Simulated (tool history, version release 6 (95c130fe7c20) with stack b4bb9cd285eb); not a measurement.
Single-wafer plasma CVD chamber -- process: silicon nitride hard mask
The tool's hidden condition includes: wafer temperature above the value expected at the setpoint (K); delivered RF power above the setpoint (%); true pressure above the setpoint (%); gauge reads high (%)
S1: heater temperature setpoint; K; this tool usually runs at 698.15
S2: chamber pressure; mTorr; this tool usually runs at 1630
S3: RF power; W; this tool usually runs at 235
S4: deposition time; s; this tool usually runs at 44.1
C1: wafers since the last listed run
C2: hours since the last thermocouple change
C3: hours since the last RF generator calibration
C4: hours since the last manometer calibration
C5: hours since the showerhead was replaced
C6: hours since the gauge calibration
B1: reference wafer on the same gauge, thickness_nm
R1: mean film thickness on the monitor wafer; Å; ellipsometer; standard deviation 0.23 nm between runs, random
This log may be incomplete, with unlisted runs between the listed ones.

run   hour      S1    S2   S3    S4    C1      C2      C3      C4      C5     C6      B1      R1
  1    0.0  698.15  1630  235  49.9     0   558.5  1177.4  1219.2  7358.8  323.9  38.272  469.80
  2   79.1  698.15  1630  235  44.1  1578   637.6  1256.5  1298.3  7437.9  403.0  38.179  412.78
  3   91.6  698.15  1630  235  44.1   249   650.1  1269.0  1310.8  7450.4  415.5  38.157  412.43
  4  120.4  698.15  1630  235  44.1   574   678.9  1297.8  1339.6  7479.2  444.3  38.159  412.05
  5  145.5  698.15  1630  235  44.1   500   704.0  1322.9  1364.7  7504.3  469.4  38.126  408.29
  6  172.7  698.15  1630  235  44.1   542   731.2  1350.1  1391.9  7531.5  496.6  38.122  409.46
  7  190.7  698.15  1630  235  44.1   359   749.2  1368.1  1409.9  7549.5  514.6  38.101  411.62
     217.7  -- showerhead replaced
  8  226.5  698.15  1630  235  44.1   554   785.0  1403.9  1445.7     8.8  550.4  38.109  409.75
  9  251.9  698.15  1780  235  44.1   506   810.4  1429.3  1471.1    34.2  575.8  38.138  421.94
 10  267.3  698.15  1780  235  44.1   307   825.8  1444.7  1486.5    49.6  591.2  38.143  420.28
 11  298.4  698.15  1780  235  44.1   620   856.9  1475.8  1517.6    80.7  622.3  37.996  422.59
 12  314.6  698.15  1630  235  37.7   323   873.1  1492.0  1533.8    96.9  638.5  38.048  349.80
     336.1  -- capacitance manometer re-zeroed and calibrated
     345.6  -- gauge calibrated
 13  350.6  698.15  1630  235  37.7   558   909.1  1528.0    14.5   132.9    5.0  39.157  358.55
 14  369.4  698.15  1460  235  44.1   375   927.9  1546.8    33.3   151.7   23.8  39.075  408.63
 15  385.2  698.15  1630  235  44.1   315   943.7  1562.6    49.1   167.5   39.6  38.974  421.40
 16  417.8  698.15  1510  235  50.0   650   976.3  1595.2    81.7   200.1   72.2  38.817  468.79
 17  431.2  698.15  1630  235  44.1   267   989.7  1608.6    95.1   213.5   85.6  38.801  417.62
 18  444.2  689.15  1240  255  48.1   259  1002.7  1621.6   108.1   226.5   98.6  38.756  453.73
     459.1  -- thermocouple changed; heater temperature recalibrated
 19  468.9  702.15  1770  220  51.1   333     9.8  1646.3   132.8   251.2  123.3  38.689  473.10
     483.1  -- RF generator calibrated
 20  486.6  698.15  1520  235  44.1   193    27.5     3.5   150.5   268.9  141.0  38.705  410.81
 21  512.9  698.15  1630  235  44.1   524    53.8    29.8   176.8   295.2  167.3  38.610  415.60
 22  525.1  686.15  1630  250  44.1   243    66.0    42.0   189.0   307.4  179.5  38.617  438.35
 23  553.4  698.15  1630  210  46.3   564    94.3    70.3   217.3   335.7  207.8  38.475  400.45
 24  583.2  709.15  1630  235  52.8   594   124.1   100.1   247.1   365.5  237.6  38.448  493.69
 25  616.4  698.15  1410  220  39.4   662   157.3   133.3   280.3   398.7  270.8  38.381  341.33
 26  649.7  698.15  1630  190  40.1   664   190.6   166.6   313.6   432.0  304.1  38.325  322.89
 27  711.8  698.15  1630  235  44.1  1239   252.7   228.7   375.7   494.1  366.2  38.129  413.85

Forecast each of these 4 alternatives for the next run:
  A  712.2  698.15  1310  235  44.1   7  253.1  229.1  376.1  494.5  366.6   ?   ?
  B  712.2  698.15  1630  220  40.9   7  253.1  229.1  376.1  494.5  366.6   ?   ?
  C  712.2  689.15  1630  215  44.1   7  253.1  229.1  376.1  494.5  366.6   ?   ?
  D  712.2  698.15  1420  235  38.3   7  253.1  229.1  376.1  494.5  366.6   ?   ?

run      B1      R1
  A  38.238  389.49
  B  38.238  365.57
  C  38.238  389.34
  D  38.238  345.71
What these runs would have given with no unlogged condition in the tool:
run      R1
  A  398.21
  B  373.76
  C  398.06
  D  353.45
